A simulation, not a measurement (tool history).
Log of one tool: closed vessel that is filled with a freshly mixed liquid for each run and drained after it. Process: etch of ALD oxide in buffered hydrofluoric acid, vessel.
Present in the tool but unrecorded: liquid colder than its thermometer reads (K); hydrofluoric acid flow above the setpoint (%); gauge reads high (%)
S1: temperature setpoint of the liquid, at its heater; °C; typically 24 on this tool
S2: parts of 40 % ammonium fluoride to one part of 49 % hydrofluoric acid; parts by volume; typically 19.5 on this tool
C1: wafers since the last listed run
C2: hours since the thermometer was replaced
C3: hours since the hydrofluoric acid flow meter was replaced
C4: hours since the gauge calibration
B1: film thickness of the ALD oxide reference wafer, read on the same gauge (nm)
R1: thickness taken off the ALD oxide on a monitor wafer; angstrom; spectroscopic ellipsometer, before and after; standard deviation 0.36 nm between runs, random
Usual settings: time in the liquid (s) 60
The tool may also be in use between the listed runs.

Run 1, hour 0: usual settings; C1 0; C2 420.5; C3 1112.4; C4 1249.5; B1 105.95. Result: R1 642.5 angstrom.
At hour 60.4: hydrofluoric acid flow meter replaced.
Run 2, hour 60.9: usual settings; C1 8888; C2 481.4; C3 0.5; C4 1310.4; B1 105.87. Result: R1 648.1 angstrom.
Run 3, hour 102.4: usual settings; C1 6158; C2 522.9; C3 42; C4 1351.9; B1 105.82. Result: R1 645 angstrom.
Run 4, hour 144.4: usual settings but S1 20.5 °C, S2 25 parts by volume; C1 6232; C2 564.9; C3 84; C4 1393.9; B1 105.79. Result: R1 447.1 angstrom.
Run 5, hour 214.5: usual settings but S2 21.5 parts by volume, time in the liquid (s) 35; C1 10402; C2 635; C3 154.1; C4 1464; B1 105.73. Result: R1 345.8 angstrom.
Run 6, hour 239.9: usual settings; C1 3769; C2 660.4; C3 179.5; C4 1489.4; B1 105.69. Result: R1 640.1 angstrom.
Run 7, hour 300.3: usual settings; C1 8962; C2 720.8; C3 239.9; C4 1549.8; B1 105.65. Result: R1 638.5 angstrom.
Run 8, hour 324.9: usual settings; C1 3650; C2 745.4; C3 264.5; C4 1574.4; B1 105.64. Result: R1 634.9 angstrom.
At hour 351.5: thermometer replaced.
Run 9, hour 394.1: usual settings but S1 25 °C, S2 17 parts by volume; C1 10120; C2 42.6; C3 333.7; C4 1643.6; B1 105.57. Result: R1 780.5 angstrom.
Run 10, hour 465.7: usual settings but S1 25 °C, S2 17 parts by volume; C1 10624; C2 114.2; C3 405.3; C4 1715.2; B1 105.52. Result: R1 773.7 angstrom.
Run 11, hour 518: usual settings; C1 7760; C2 166.5; C3 457.6; C4 1767.5; B1 105.5. Result: R1 645.5 angstrom.
Run 12, hour 542.2: usual settings; C1 3591; C2 190.7; C3 481.8; C4 1791.7; B1 105.47. Result: R1 647.9 angstrom.
Run 13, hour 593.5: usual settings; C1 7612; C2 242; C3 533.1; C4 1843; B1 105.47. Result: R1 645.3 angstrom.
Run 14, hour 630: usual settings; C1 5416; C2 278.5; C3 569.6; C4 1879.5; B1 105.43. Result: R1 640.3 angstrom.
Run 15, hour 654.5: usual settings; C1 3635; C2 303; C3 594.1; C4 1904; B1 105.43. Result: R1 641.9 angstrom.
Run 16, hour 695.3: usual settings but S1 25.5 °C; C1 6054; C2 343.8; C3 634.9; C4 1944.8; B1 105.4. Result: R1 697.4 angstrom.
Run 17, hour 755.7: usual settings but S1 25.5 °C, time in the liquid (s) 35; C1 8962; C2 404.2; C3 695.3; C4 2005.2; B1 105.39. Result: R1 405.5 angstrom.
Run 18, hour 803: usual settings but time in the liquid (s) 90; C1 7018; C2 451.5; C3 742.6; C4 2052.5; B1 105.36. Result: R1 952.5 angstrom.
Run 19, hour 868.4: usual settings but S1 28.5 °C, time in the liquid (s) 30; C1 9704; C2 516.9; C3 808; C4 2117.9; B1 105.33. Result: R1 408 angstrom.
Run 20, hour 901.9: usual settings but S1 28 °C, S2 15 parts by volume, time in the liquid (s) 85; C1 4971; C2 550.4; C3 841.5; C4 2151.4; B1 105.31. Result: R1 1460 angstrom.
At hour 907.5: gauge calibrated.
Run 21, hour 965.1: usual settings but S2 12 parts by volume; C1 9378; C2 613.6; C3 904.7; C4 57.6; B1 109.31. Result: R1 1069.4 angstrom.
Run 22, hour 1007.4: usual settings but S1 19.5 °C, time in the liquid (s) 80; C1 6276; C2 655.9; C3 947; C4 99.9; B1 109.01. Result: R1 691.3 angstrom.
Run 23, hour 1043.9: usual settings but S1 21 °C, S2 23.5 parts by volume, time in the liquid (s) 80; C1 5416; C2 692.4; C3 983.5; C4 136.4; B1 108.78. Result: R1 658.5 angstrom.
At hour 1065.4: hydrofluoric acid flow meter replaced.
Run 24, hour 1099.7: usual settings but S1 28.5 °C; C1 8131; C2 748.2; C3 34.3; C4 192.2; B1 108.42. Result: R1 841.9 angstrom.
Run 25, hour 1145.8: usual settings but S1 27.5 °C, S2 12 parts by volume, time in the liquid (s) 90; C1 6840; C2 794.3; C3 80.4; C4 238.3; B1 108.21. Result: R1 1904.9 angstrom.
Run 26, hour 1179.9: usual settings; C1 5060; C2 828.4; C3 114.5; C4 272.4; B1 107.98. Result: R1 649.8 angstrom.
At hour 1214: thermometer replaced.
Run 27, hour 1232.2: usual settings; C1 7612; C2 18.2; C3 166.8; C4 324.7; B1 107.73. Result: R1 656.1 angstrom.
Run 28, hour 1264.6: usual settings but S2 11.5 parts by volume; C1 4807; C2 50.6; C3 199.2; C4 357.1; B1 107.57. Result: R1 1093.2 angstrom.
Run 29, hour 1323.7: usual settings but S1 26.5 °C, S2 24 parts by volume, time in the liquid (s) 45; C1 8769; C2 109.7; C3 258.3; C4 416.2; B1 107.3. Result: R1 478.5 angstrom.
Run 30, hour 1380.4: usual settings but S1 20.5 °C, S2 27 parts by volume, time in the liquid (s) 90; C1 8413; C2 166.4; C3 315; C4 472.9; B1 107.09. Result: R1 640.1 angstrom.
Run 31, hour 1434.7: usual settings but S1 19.5 °C, S2 13 parts by volume; C1 8057; C2 220.7; C3 369.3; C4 527.2; B1 106.86. Result: R1 752.4 angstrom.
Run 32, hour 1502.2: usual settings but S1 25.5 °C; C1 10016; C2 288.2; C3 436.8; C4 594.7; B1 106.66. Result: R1 709 angstrom.
Run 33, hour 1554: usual settings; C1 7686; C2 340; C3 488.6; C4 646.5; B1 106.51. Result: R1 646.1 angstrom.
Run 34, hour 1578.2: usual settings; C1 3591; C2 364.2; C3 512.8; C4 670.7; B1 106.42. Result: R1 649.4 angstrom.
Run 35, hour 1715: usual settings but S1 25.5 °C, S2 16.5 parts by volume, time in the liquid (s) 85; C1 20299; C2 501; C3 649.6; C4 807.5; B1 106.07. Result: R1 1170.4 angstrom.

Some steps in R1 between neighbouring runs. How much of each would the tool show without its hidden state too (settings, what came in, random variation), and how much is left for the hidden state, with any gauge scatter that isn't in both results?
Run 17 -> 18: S1 25.5 -> 24, time in the liquid (s) 35 -> 90. R1 +547 angstrom: hidden state -24.3, all else +571.3.
Run 19 -> 20: S1 28.5 -> 28, S2 19.5 -> 15, time in the liquid (s) 30 -> 85. R1 +1052 angstrom: hidden state -46.7, all else +1098.7.
Run 20 -> 21: S1 28 -> 24, S2 15 -> 12, time in the liquid (s) 85 -> 60, gauge calibrated. R1 -390.6 angstrom: hidden state +58, all else -448.6.
Run 24 -> 25: S1 28.5 -> 27.5, S2 19.5 -> 12, time in the liquid (s) 60 -> 90. R1 +1063 angstrom: hidden state -20, all else +1083.
Run 25 -> 26: S1 27.5 -> 24, S2 12 -> 19.5, time in the liquid (s) 90 -> 60. R1 -1255.1 angstrom: hidden state +20, all else -1275.1.
